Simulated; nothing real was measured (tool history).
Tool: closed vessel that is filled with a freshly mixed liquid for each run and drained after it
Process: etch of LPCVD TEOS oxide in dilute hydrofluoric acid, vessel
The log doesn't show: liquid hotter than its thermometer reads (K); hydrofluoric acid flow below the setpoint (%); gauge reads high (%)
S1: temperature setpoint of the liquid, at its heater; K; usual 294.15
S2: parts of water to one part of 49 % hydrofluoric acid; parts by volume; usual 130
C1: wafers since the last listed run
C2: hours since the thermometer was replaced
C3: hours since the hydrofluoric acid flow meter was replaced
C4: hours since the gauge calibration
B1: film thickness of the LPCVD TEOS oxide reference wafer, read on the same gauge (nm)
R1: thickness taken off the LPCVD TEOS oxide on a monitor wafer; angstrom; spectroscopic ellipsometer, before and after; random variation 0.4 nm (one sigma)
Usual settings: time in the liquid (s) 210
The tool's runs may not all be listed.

Run 1, day 0.000: usual settings; C1 0; C2 3026.1; C3 627.7; C4 260.3; B1 120.00. Result: R1 381.4 angstrom.
Run 2, day 0.479: usual settings but time in the liquid (s) 265; C1 1443; C2 3037.6; C3 639.2; C4 271.8; B1 120.02. Result: R1 467.4 angstrom.
Run 3, day 1.171: usual settings but S1 297.65 K; C1 2083; C2 3054.2; C3 655.8; C4 288.4; B1 120.00. Result: R1 428.6 angstrom.
Run 4, day 1.696: usual settings; C1 1581; C2 3066.8; C3 668.4; C4 301.0; B1 120.02. Result: R1 369.9 angstrom.
Run 5, day 3.462: usual settings but S1 296.15 K, S2 145 parts by volume; C1 5320; C2 3109.2; C3 710.8; C4 343.4; B1 119.98. Result: R1 348.0 angstrom.
Run 6, day 3.958: usual settings but S1 296.15 K, S2 145 parts by volume; C1 1493; C2 3121.1; C3 722.7; C4 355.3; B1 120.01. Result: R1 351.2 angstrom.
Run 7, day 4.642: usual settings; C1 2058; C2 3137.5; C3 739.1; C4 371.7; B1 119.97. Result: R1 369.9 angstrom.
Run 8, day 4.983: usual settings but S1 290.15 K; C1 1029; C2 3145.7; C3 747.3; C4 379.9; B1 120.00. Result: R1 313.2 angstrom.
Run 9, day 5.725: usual settings but S1 290.15 K; C1 2233; C2 3163.5; C3 765.1; C4 397.7; B1 119.99. Result: R1 311.9 angstrom.
At day 5.979: thermometer replaced.
Run 10, day 6.100: usual settings; C1 1003; C2 2.9; C3 774.1; C4 406.7; B1 119.97. Result: R1 366.7 angstrom.
Run 11, day 6.592: usual settings; C1 1480; C2 14.7; C3 785.9; C4 418.5; B1 120.00. Result: R1 371.0 angstrom.
Run 12, day 6.883: usual settings; C1 878; C2 21.7; C3 792.9; C4 425.5; B1 119.97. Result: R1 366.2 angstrom.
Run 13, day 7.288: usual settings; C1 1217; C2 31.4; C3 802.6; C4 435.2; B1 120.03. Result: R1 369.1 angstrom.
Run 14, day 7.712: usual settings; C1 1280; C2 41.6; C3 812.8; C4 445.4; B1 120.01. Result: R1 372.9 angstrom.
Run 15, day 8.417: usual settings but S1 298.65 K, S2 185 parts by volume, time in the liquid (s) 90; C1 2120; C2 58.5; C3 829.7; C4 462.3; B1 120.01. Result: R1 120.5 angstrom.
Run 16, day 8.854: usual settings but S1 292.65 K, time in the liquid (s) 335; C1 1317; C2 69.0; C3 840.2; C4 472.8; B1 120.00. Result: R1 552.7 angstrom.
At day 9.329: gauge calibrated.
Run 17, day 9.550: usual settings but S1 296.65 K, S2 190 parts by volume, time in the liquid (s) 325; C1 2095; C2 85.7; C3 856.9; C4 5.3; B1 119.99. Result: R1 388.1 angstrom.
Run 18, day 10.112: usual settings but S1 296.15 K, S2 85 parts by volume, time in the liquid (s) 330; C1 1694; C2 99.2; C3 870.4; C4 18.8; B1 120.03. Result: R1 1004.8 angstrom.
Run 19, day 10.471: usual settings but time in the liquid (s) 320; C1 1079; C2 107.8; C3 879.0; C4 27.4; B1 120.00. Result: R1 552.4 angstrom.
Run 20, day 11.167: usual settings but S1 296.65 K, S2 110 parts by volume, time in the liquid (s) 280; C1 2095; C2 124.5; C3 895.7; C4 44.1; B1 120.01. Result: R1 651.8 angstrom.
Run 21, day 11.504: usual settings but S1 292.65 K, S2 175 parts by volume; C1 1016; C2 132.6; C3 903.8; C4 52.2; B1 120.00. Result: R1 240.5 angstrom.
Run 22, day 12.179: usual settings; C1 2033; C2 148.8; C3 920.0; C4 68.4; B1 119.98. Result: R1 361.4 angstrom.
Run 23, day 12.458: usual settings but S1 292.15 K, S2 90 parts by volume, time in the liquid (s) 320; C1 840; C2 155.5; C3 926.7; C4 75.1; B1 119.99. Result: R1 769.3 angstrom.
Run 24, day 12.767: usual settings; C1 928; C2 162.9; C3 934.1; C4 82.5; B1 120.00. Result: R1 357.6 angstrom.
Run 25, day 13.388: usual settings but S1 296.15 K, S2 170 parts by volume, time in the liquid (s) 285; C1 1869; C2 177.8; C3 949.0; C4 97.4; B1 119.98. Result: R1 384.0 angstrom.
Run 26, day 13.750: usual settings but S1 296.65 K, S2 190 parts by volume, time in the liquid (s) 145; C1 1091; C2 186.5; C3 957.7; C4 106.1; B1 120.03. Result: R1 171.9 angstrom.
Run 27, day 14.208: usual settings; C1 1380; C2 197.5; C3 968.7; C4 117.1; B1 120.00. Result: R1 358.8 angstrom.
At day 14.271: hydrofluoric acid flow meter replaced.
Run 28, day 14.675: usual settings but S2 95 parts by volume, time in the liquid (s) 245; C1 1280; C2 208.7; C3 9.7; C4 128.3; B1 120.02. Result: R1 680.2 angstrom.
Run 29, day 15.300: usual settings; C1 1882; C2 223.7; C3 24.7; C4 143.3; B1 119.98. Result: R1 409.8 angstrom.
Run 30, day 15.983: usual settings but S2 95 parts by volume, time in the liquid (s) 320; C1 2058; C2 240.1; C3 41.1; C4 159.7; B1 119.99. Result: R1 888.8 angstrom.
Run 31, day 16.700: usual settings but S2 145 parts by volume; C1 2158; C2 257.3; C3 58.3; C4 176.9; B1 119.98. Result: R1 354.5 angstrom.
Run 32, day 18.117: usual settings; C1 4266; C2 291.3; C3 92.3; C4 210.9; B1 119.99. Result: R1 404.2 angstrom.
Run 33, day 18.608: usual settings but S1 297.65 K, time in the liquid (s) 275; C1 1480; C2 303.1; C3 104.1; C4 222.7; B1 120.01. Result: R1 613.2 angstrom.
Run 34, day 18.958: usual settings but S1 297.65 K, time in the liquid (s) 150; C1 1054; C2 311.5; C3 112.5; C4 231.1; B1 119.98. Result: R1 330.9 angstrom.

Some steps in R1 between neighbouring runs. How much of each would the tool show without its hidden state too (settings, what came in, random variation), and how much is left for the hidden state, with any gauge scatter that isn't in both results?
Run 15 -> 16: S1 298.65 -> 292.65, S2 185 -> 130, time in the liquid (s) 90 -> 335. R1 +432.2 angstrom: hidden state -53.5, all else +485.7.
Run 17 -> 18: S1 296.65 -> 296.15, S2 190 -> 85, time in the liquid (s) 325 -> 330. R1 +616.7 angstrom: hidden state -74.1, all else +690.8.
Run 18 -> 19: S1 296.15 -> 294.15, S2 85 -> 130, time in the liquid (s) 330 -> 320. R1 -452.4 angstrom: hidden state +53.8, all else -506.2.
Run 29 -> 30: S2 130 -> 95, time in the liquid (s) 210 -> 320. R1 +479.0 angstrom: hidden state -5.4, all else +484.4.
Run 30 -> 31: S2 95 -> 145, time in the liquid (s) 320 -> 210. R1 -534.3 angstrom: hidden state +4.2, all else -538.5.
